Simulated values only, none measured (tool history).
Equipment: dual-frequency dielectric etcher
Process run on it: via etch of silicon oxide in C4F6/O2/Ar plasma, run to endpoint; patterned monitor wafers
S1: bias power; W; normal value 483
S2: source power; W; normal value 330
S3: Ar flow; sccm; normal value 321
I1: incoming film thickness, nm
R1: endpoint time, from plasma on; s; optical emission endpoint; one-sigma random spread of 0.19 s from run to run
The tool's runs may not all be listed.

run 1 day=0 | S1=483 S2=330 S3=321 | I1=125.6 | R1=29.2
-- day=0.262 bias power generator calibrated
-- day=0.608 Ar flow controller replaced
-- day=1.388 wet clean of the chamber
-- day=2.175 upper electrode replaced
run 2 day=2.196 | S1=483 S2=330 S3=321 | I1=125.3 | R1=28.7
run 3 day=2.208 | S1=395 S2=330 S3=375 | I1=125.8 | R1=30.8
run 4 day=2.596 | S1=395 S2=330 S3=375 | I1=125.3 | R1=30.8
run 5 day=3.7 | S1=483 S2=330 S3=321 | I1=124.1 | R1=28.1
run 6 day=5.029 | S1=483 S2=330 S3=321 | I1=125.9 | R1=28.6
run 7 day=5.708 | S1=483 S2=330 S3=321 | I1=125.4 | R1=28.3
run 8 day=6.375 | S1=483 S2=300 S3=262 | I1=125.9 | R1=29.2
run 9 day=6.892 | S1=483 S2=390 S3=389 | I1=124.9 | R1=27.4
run 10 day=7.733 | S1=483 S2=330 S3=321 | I1=124.2 | R1=28
run 11 day=8.596 | S1=483 S2=330 S3=321 | I1=125.6 | R1=28.2
run 12 day=9.496 | S1=455 S2=380 S3=321 | I1=125.3 | R1=27.4
-- day=11.692 wet clean of the chamber, repeated, since the last time left the tool worse
run 13 day=11.712 | S1=483 S2=380 S3=321 | I1=125 | R1=28.7
run 14 day=12.146 | S1=601 S2=330 S3=321 | I1=126.2 | R1=28.4
run 15 day=13.271 | S1=590 S2=330 S3=253 | I1=124.4 | R1=27.7
run 16 day=14.354 | S1=439 S2=250 S3=321 | I1=125.2 | R1=33.9
run 17 day=15.304 | S1=483 S2=300 S3=262 | I1=125.4 | R1=30.5
run 18 day=16.258 | S1=483 S2=290 S3=301 | I1=126 | R1=31
run 19 day=16.862 | S1=483 S2=330 S3=321 | I1=125.1 | R1=30.1
run 20 day=18.229 | S1=483 S2=330 S3=321 | I1=125.2 | R1=29.8
run 21 day=19.112 | S1=583 S2=360 S3=364 | I1=125.1 | R1=27.5
run 22 day=19.654 | S1=483 S2=360 S3=271 | I1=126 | R1=28.6
run 23 day=20.558 | S1=377 S2=290 S3=283 | I1=126.2 | R1=33.4
-- day=21.704 source power generator calibrated
run 24 day=21.838 | S1=483 S2=330 S3=353 | I1=125.4 | R1=29.9
run 25 day=23.279 | S1=483 S2=330 S3=321 | I1=126.8 | R1=30.1
run 26 day=27.25 | S1=426 S2=390 S3=372 | I1=126.5 | R1=29.1
run 27 day=28.138 | S1=569 S2=330 S3=321 | I1=126.9 | R1=27.9
-- day=29.875 wet clean of the chamber
run 28 day=29.896 | S1=516 S2=270 S3=381 | I1=125.5 | R1=32.2
run 29 day=30.667 | S1=599 S2=370 S3=360 | I1=124.8 | R1=27

Results per run with the tool's hidden condition removed, run-to-run variation unchanged:
The tool's hidden condition here consists of: etch rate over this chamber's usual, %; bias power that arrives over what is set, %; source power that arrives over what is set, %; Ar flow that arrives over what is set, %.
run=1 R1=30.1
run=2 R1=30.2
run=3 R1=32.4
run=4 R1=32.4
run=5 R1=29.7
run=6 R1=30.2
run=7 R1=29.9
run=8 R1=31
run=9 R1=29
run=10 R1=29.8
run=11 R1=29.9
run=12 R1=29.2
run=13 R1=28.6
run=14 R1=28.3
run=15 R1=27.7
run=16 R1=34
run=17 R1=30.7
run=18 R1=31.2
run=19 R1=30.3
run=20 R1=30.1
run=21 R1=27.7
run=22 R1=28.9
run=23 R1=33.8
run=24 R1=30.4
run=25 R1=30.7
run=26 R1=29.9
run=27 R1=28.7
run=28 R1=32.3
run=29 R1=27.1

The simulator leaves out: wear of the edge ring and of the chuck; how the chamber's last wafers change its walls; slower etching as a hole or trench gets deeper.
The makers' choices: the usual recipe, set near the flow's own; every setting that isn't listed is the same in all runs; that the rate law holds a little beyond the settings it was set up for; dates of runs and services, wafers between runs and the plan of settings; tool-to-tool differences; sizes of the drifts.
